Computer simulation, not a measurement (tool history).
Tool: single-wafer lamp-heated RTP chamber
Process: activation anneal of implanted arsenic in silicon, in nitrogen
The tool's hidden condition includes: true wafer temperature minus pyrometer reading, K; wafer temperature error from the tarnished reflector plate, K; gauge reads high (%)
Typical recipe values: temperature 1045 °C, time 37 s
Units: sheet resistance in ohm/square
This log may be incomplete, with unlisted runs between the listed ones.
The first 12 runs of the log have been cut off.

run	hour	temperature	time	wafers since the last listed run	wafers since the last pyrometer calibration	wafers since the reflector plate was cleaned	hours since the gauge calibration	read-back reference wafer on the same gauge, sheet resistance	sheet resistance
# hour 137.9: pyrometer window cleaned and pyrometer calibrated
13	138.4	1053	37	55	9	6972	46.6	147.94	125.03
14	152.1	1053	37	235	245	7208	60.3	147.98	124.95
15	164.2	1045	37	208	453	7417	72.4	148.01	126.08
# hour 183.4: reflector plate cleaned
16	183.9	1045	37	201	655	7	92.1	147.95	127.33
17	184.3	1064	55	6	662	14	92.5	147.96	121.62
18	191.7	1032	59	127	789	142	99.9	147.99	125.91
19	203.9	1045	37	210	999	352	112.1	148.03	127.42
20	217.2	1028	27	229	1228	581	125.4	148.03	132.29
21	230.6	1045	15	230	1459	812	138.8	147.99	133.22
22	248.6	1073	26	310	1769	1122	156.8	148	125.08
23	256.4	1045	37	134	1903	1256	164.6	148	126.92
24	266.4	1021	46	172	2076	1428	174.6	148.01	129.49
# hour 273: gauge calibrated
25	287.3	1024	26	359	2436	1788	14.3	148.03	132.97
26	294.7	1068	43	127	2563	1916	21.7	147.98	121.78
27	302.9	1036	24	141	2704	2057	29.9	148	131.35
28	312.2	1033	37	160	2864	2217	39.2	148.04	128.23
29	322.5	1018	37	177	3042	2395	49.5	147.96	131.15
30	332.6	1045	37	173	3216	2569	59.6	147.99	126.63
31	341.1	1060	18	146	3362	2715	68.1	147.98	129.61
32	352.5	1045	52	196	3559	2911	79.5	147.96	123.8

Predict each of these 4 candidate next runs independently; none follows another, all start after run 32:
A	352.9	1045	58	6	3565	2918	79.9	?	?
B	352.9	1029	49	6	3565	2918	79.9	?	?
C	352.9	1045	28	6	3565	2918	79.9	?	?
D	352.9	1045	24	6	3565	2918	79.9	?	?

run	read-back reference wafer on the same gauge, sheet resistance	sheet resistance
A	147.95	123.46
B	147.95	127.42
C	147.95	129
D	147.95	130.12
The same runs, with their run-to-run variation unchanged, on a tool lacking any hidden condition would have given:
run	sheet resistance
A	124.5
B	128.41
C	129.95
D	131.05
